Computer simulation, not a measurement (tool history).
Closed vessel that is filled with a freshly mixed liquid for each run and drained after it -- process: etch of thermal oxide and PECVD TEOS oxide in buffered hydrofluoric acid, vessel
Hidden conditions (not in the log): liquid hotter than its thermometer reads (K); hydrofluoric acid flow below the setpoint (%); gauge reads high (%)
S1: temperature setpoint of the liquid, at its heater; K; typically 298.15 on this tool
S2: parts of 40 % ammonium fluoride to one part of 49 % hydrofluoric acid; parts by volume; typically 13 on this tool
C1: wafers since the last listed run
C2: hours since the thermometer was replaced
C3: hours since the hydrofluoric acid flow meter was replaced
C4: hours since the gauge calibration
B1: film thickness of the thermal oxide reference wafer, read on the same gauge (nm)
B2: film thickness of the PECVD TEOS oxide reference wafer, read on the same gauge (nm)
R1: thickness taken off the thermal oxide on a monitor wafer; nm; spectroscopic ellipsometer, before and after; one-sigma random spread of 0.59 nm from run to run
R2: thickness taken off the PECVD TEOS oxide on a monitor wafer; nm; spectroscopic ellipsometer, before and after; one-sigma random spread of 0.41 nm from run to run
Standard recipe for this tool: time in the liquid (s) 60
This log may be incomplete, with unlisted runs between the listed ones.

Run 1, hour 0: usual settings; C1 0; C2 2024.1; C3 388.5; C4 633.9; B1 60.02; B2 60. Result: R1 58.63 nm, R2 92.41 nm.
Run 2, hour 39.8: usual settings; C1 3432; C2 2063.9; C3 428.3; C4 673.7; B1 60; B2 60. Result: R1 57.78 nm, R2 92.52 nm.
Run 3, hour 94.6: usual settings; C1 4726; C2 2118.7; C3 483.1; C4 728.5; B1 60; B2 60. Result: R1 57.34 nm, R2 92.44 nm.
Run 4, hour 154.6: usual settings; C1 5174; C2 2178.7; C3 543.1; C4 788.5; B1 59.97; B2 60. Result: R1 58.04 nm, R2 92.32 nm.
Run 5, hour 190.7: usual settings; C1 3113; C2 2214.8; C3 579.2; C4 824.6; B1 59.98; B2 60. Result: R1 57.61 nm, R2 91.92 nm.
Run 6, hour 241.2: usual settings; C1 4355; C2 2265.3; C3 629.7; C4 875.1; B1 60.03; B2 60.02. Result: R1 57.1 nm, R2 90.71 nm.
Run 7, hour 444.2: usual settings; C1 17508; C2 2468.3; C3 832.7; C4 1078.1; B1 60.02; B2 59.99. Result: R1 56.17 nm, R2 89.97 nm.
Run 8, hour 510.7: usual settings but S1 301.15 K; C1 5735; C2 2534.8; C3 899.2; C4 1144.6; B1 59.99; B2 59.99. Result: R1 65.53 nm, R2 104.91 nm.
Run 9, hour 556.8: usual settings but S1 301.15 K; C1 3975; C2 2580.9; C3 945.3; C4 1190.7; B1 60; B2 60. Result: R1 65.54 nm, R2 104.77 nm.
At hour 607.3: thermometer replaced.
Run 10, hour 614.4: usual settings; C1 4881; C2 7.1; C3 1002.9; C4 1248.3; B1 60.01; B2 60. Result: R1 55.74 nm, R2 88.93 nm.
Run 11, hour 667.3: usual settings but S1 301.65 K, S2 18 parts by volume, time in the liquid (s) 75; C1 4562; C2 60; C3 1055.8; C4 1301.2; B1 60; B2 60. Result: R1 60.57 nm, R2 97.25 nm.
Run 12, hour 693.8: usual settings; C1 2285; C2 86.5; C3 1082.3; C4 1327.7; B1 60.02; B2 60. Result: R1 55.19 nm, R2 88.25 nm.
Run 13, hour 741.3: usual settings; C1 4096; C2 134; C3 1129.8; C4 1375.2; B1 60; B2 60.01. Result: R1 54.79 nm, R2 88.34 nm.
At hour 747: gauge calibrated.
Run 14, hour 780.1: usual settings but S1 294.15 K, S2 15 parts by volume; C1 3346; C2 172.8; C3 1168.6; C4 33.1; B1 60.01; B2 60.02. Result: R1 38.62 nm, R2 61.03 nm.
Run 15, hour 831.7: usual settings but S1 299.65 K, S2 11 parts by volume, time in the liquid (s) 75; C1 4450; C2 224.4; C3 1220.2; C4 84.7; B1 60.02; B2 60.01. Result: R1 88.75 nm, R2 139.14 nm.
At hour 890.3: hydrofluoric acid flow meter replaced.
Run 16, hour 998.1: usual settings; C1 14265; C2 390.8; C3 107.8; C4 251.1; B1 60; B2 59.98. Result: R1 59.8 nm, R2 94.84 nm.
Run 17, hour 1050.7: usual settings; C1 4536; C2 443.4; C3 160.4; C4 303.7; B1 60.01; B2 59.98. Result: R1 59.1 nm, R2 94.9 nm.
Run 18, hour 1119.9: usual settings but S1 294.15 K, time in the liquid (s) 90; C1 5968; C2 512.6; C3 229.6; C4 372.9; B1 60; B2 60. Result: R1 69.57 nm, R2 113.65 nm.
Run 19, hour 1177.2: usual settings but S1 294.15 K, time in the liquid (s) 80; C1 4941; C2 569.9; C3 286.9; C4 430.2; B1 60.02; B2 59.99. Result: R1 62.07 nm, R2 100.68 nm.
Run 20, hour 1220.1: usual settings but S1 300.15 K, S2 16 parts by volume, time in the liquid (s) 40; C1 3699; C2 612.8; C3 329.8; C4 473.1; B1 59.99; B2 60. Result: R1 34.82 nm, R2 56.23 nm.

4 ways to go on from here, each from the tool as it stands after run 20. What would each give?
Run A, hour 1220.8: usual settings but S2 10.5 parts by volume; C1 60; C2 613.5; C3 330.5; C4 473.8; B1 ?; B2 ?. Result: R1 ?, R2 ?.
Run B, hour 1220.8: usual settings but S1 301.15 K, S2 9 parts by volume, time in the liquid (s) 30; C1 60; C2 613.5; C3 330.5; C4 473.8; B1 ?; B2 ?. Result: R1 ?, R2 ?.
Run C, hour 1220.8: usual settings but S1 301.15 K, S2 10 parts by volume; C1 60; C2 613.5; C3 330.5; C4 473.8; B1 ?; B2 ?. Result: R1 ?, R2 ?.
Run D, hour 1220.8: usual settings but S1 294.65 K, S2 15.5 parts by volume, time in the liquid (s) 30; C1 60; C2 613.5; C3 330.5; C4 473.8; B1 ?; B2 ?. Result: R1 ?, R2 ?.

run     B1     B2     R1      R2
  A  59.98  60.01  72.87  115.13
  B  59.98  60.01  48.38   76.43
  C  59.98  60.01  89.76  141.81
  D  59.98  60.01  20.53   32.44
Stripped of hidden state, with their random variation kept, the same runs would have yielded:
run     R1      R2
  A  74.74  118.08
  B  49.18   77.69
  C  92.05  145.43
  D  21.06   33.28

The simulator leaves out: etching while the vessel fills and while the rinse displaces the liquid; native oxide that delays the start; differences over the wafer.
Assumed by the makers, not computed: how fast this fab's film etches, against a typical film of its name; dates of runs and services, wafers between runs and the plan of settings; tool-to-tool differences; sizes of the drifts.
